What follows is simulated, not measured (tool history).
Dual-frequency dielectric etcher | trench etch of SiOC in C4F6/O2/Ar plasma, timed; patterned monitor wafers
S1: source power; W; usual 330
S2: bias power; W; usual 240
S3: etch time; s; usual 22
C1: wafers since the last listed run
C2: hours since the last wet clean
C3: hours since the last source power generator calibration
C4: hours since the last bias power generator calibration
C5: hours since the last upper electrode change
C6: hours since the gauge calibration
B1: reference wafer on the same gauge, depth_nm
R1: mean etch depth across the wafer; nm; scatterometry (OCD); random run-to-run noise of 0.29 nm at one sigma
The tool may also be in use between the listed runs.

Run 1, hour 0: usual settings but S1 370 W, S2 197 W; C1 0; C2 192.6; C3 1197.8; C4 1826.3; C5 3346.4; C6 570.7; B1 39.77. Result: R1 44.87 nm.
At hour 15.8: gauge calibrated.
Run 2, hour 29.3: usual settings but S1 370 W, S2 197 W; C1 374; C2 221.9; C3 1227.1; C4 1855.6; C5 3375.7; C6 13.5; B1 39.8. Result: R1 44.74 nm.
Run 3, hour 69.3: usual settings but S1 370 W, S2 197 W; C1 511; C2 261.9; C3 1267.1; C4 1895.6; C5 3415.7; C6 53.5; B1 39.78. Result: R1 44.22 nm.
Run 4, hour 126.3: usual settings but S1 290 W, S3 25.5 s; C1 728; C2 318.9; C3 1324.1; C4 1952.6; C5 3472.7; C6 110.5; B1 39.81. Result: R1 46.47 nm.
Run 5, hour 175.7: usual settings but S1 290 W, S3 25.5 s; C1 631; C2 368.3; C3 1373.5; C4 2002; C5 3522.1; C6 159.9; B1 39.89. Result: R1 46.57 nm.
Run 6, hour 208.4: usual settings but S1 290 W, S3 25.5 s; C1 417; C2 401; C3 1406.2; C4 2034.7; C5 3554.8; C6 192.6; B1 39.76. Result: R1 46.6 nm.
Run 7, hour 384.6: usual settings; C1 2251; C2 577.2; C3 1582.4; C4 2210.9; C5 3731; C6 368.8; B1 39.73. Result: R1 43.01 nm.
At hour 449.7: wet clean of the chamber.
Run 8, hour 450.2: usual settings; C1 531; C2 0.5; C3 1648; C4 2276.5; C5 3796.6; C6 434.4; B1 39.84. Result: R1 44.87 nm.
Run 9, hour 470.2: usual settings; C1 255; C2 20.5; C3 1668; C4 2296.5; C5 3816.6; C6 454.4; B1 39.7. Result: R1 44.26 nm.
At hour 487.2: source power generator calibrated.
At hour 517.3: upper electrode replaced, of another model than before.
Run 10, hour 517.8: usual settings but S1 390 W, S2 211 W; C1 250; C2 68.1; C3 30.6; C4 2344.1; C5 0.5; C6 502; B1 39.79. Result: R1 46.57 nm.
At hour 558.2: bias power generator calibrated.
Run 11, hour 568.4: usual settings but S1 310 W; C1 595; C2 118.7; C3 81.2; C4 10.2; C5 51.1; C6 552.6; B1 39.85. Result: R1 43.02 nm.
Run 12, hour 627.8: usual settings; C1 758; C2 178.1; C3 140.6; C4 69.6; C5 110.5; C6 612; B1 39.77. Result: R1 43.33 nm.
At hour 630.2: gauge calibrated.
Run 13, hour 696.6: usual settings but S2 271 W, S3 17 s; C1 879; C2 246.9; C3 209.4; C4 138.4; C5 179.3; C6 66.4; B1 39.7. Result: R1 34.25 nm.
Run 14, hour 743.2: usual settings but S1 400 W, S2 257 W, S3 27 s; C1 595; C2 293.5; C3 256; C4 185; C5 225.9; C6 113; B1 39.77. Result: R1 58.47 nm.
Run 15, hour 813.3: usual settings but S1 400 W, S3 27 s; C1 895; C2 363.6; C3 326.1; C4 255.1; C5 296; C6 183.1; B1 39.82. Result: R1 57.9 nm.
Run 16, hour 880.4: usual settings; C1 857; C2 430.7; C3 393.2; C4 322.2; C5 363.1; C6 250.2; B1 39.89. Result: R1 43.37 nm.
Run 17, hour 913.8: usual settings but S1 390 W, S2 193 W; C1 426; C2 464.1; C3 426.6; C4 355.6; C5 396.5; C6 283.6; B1 39.83. Result: R1 45.1 nm.
Run 18, hour 968.1: usual settings but S1 380 W, S2 194 W, S3 17 s; C1 693; C2 518.4; C3 480.9; C4 409.9; C5 450.8; C6 337.9; B1 39.82. Result: R1 34.28 nm.

Some steps in R1, run to run, broken into two amounts with sign: the step expected even without the hidden condition (settings, incoming material, random variation), and the rest, left for the hidden condition together with whatever gauge scatter is not in both the measured and the hidden-condition-free result:
Hidden conditions of the tool in this case: etch rate over this chamber's usual, %; source power that arrives over what is set, %; bias power that arrives over what is set, %; gauge reads high (%).
Run 7 -> 8: wet clean of the chamber. R1 +1.86 nm: hidden state +1.05, all else +0.81.
Run 13 -> 14: S1 330 -> 400, S2 271 -> 257, S3 17 -> 27. R1 +24.22 nm: hidden state -0.38, all else +24.6.
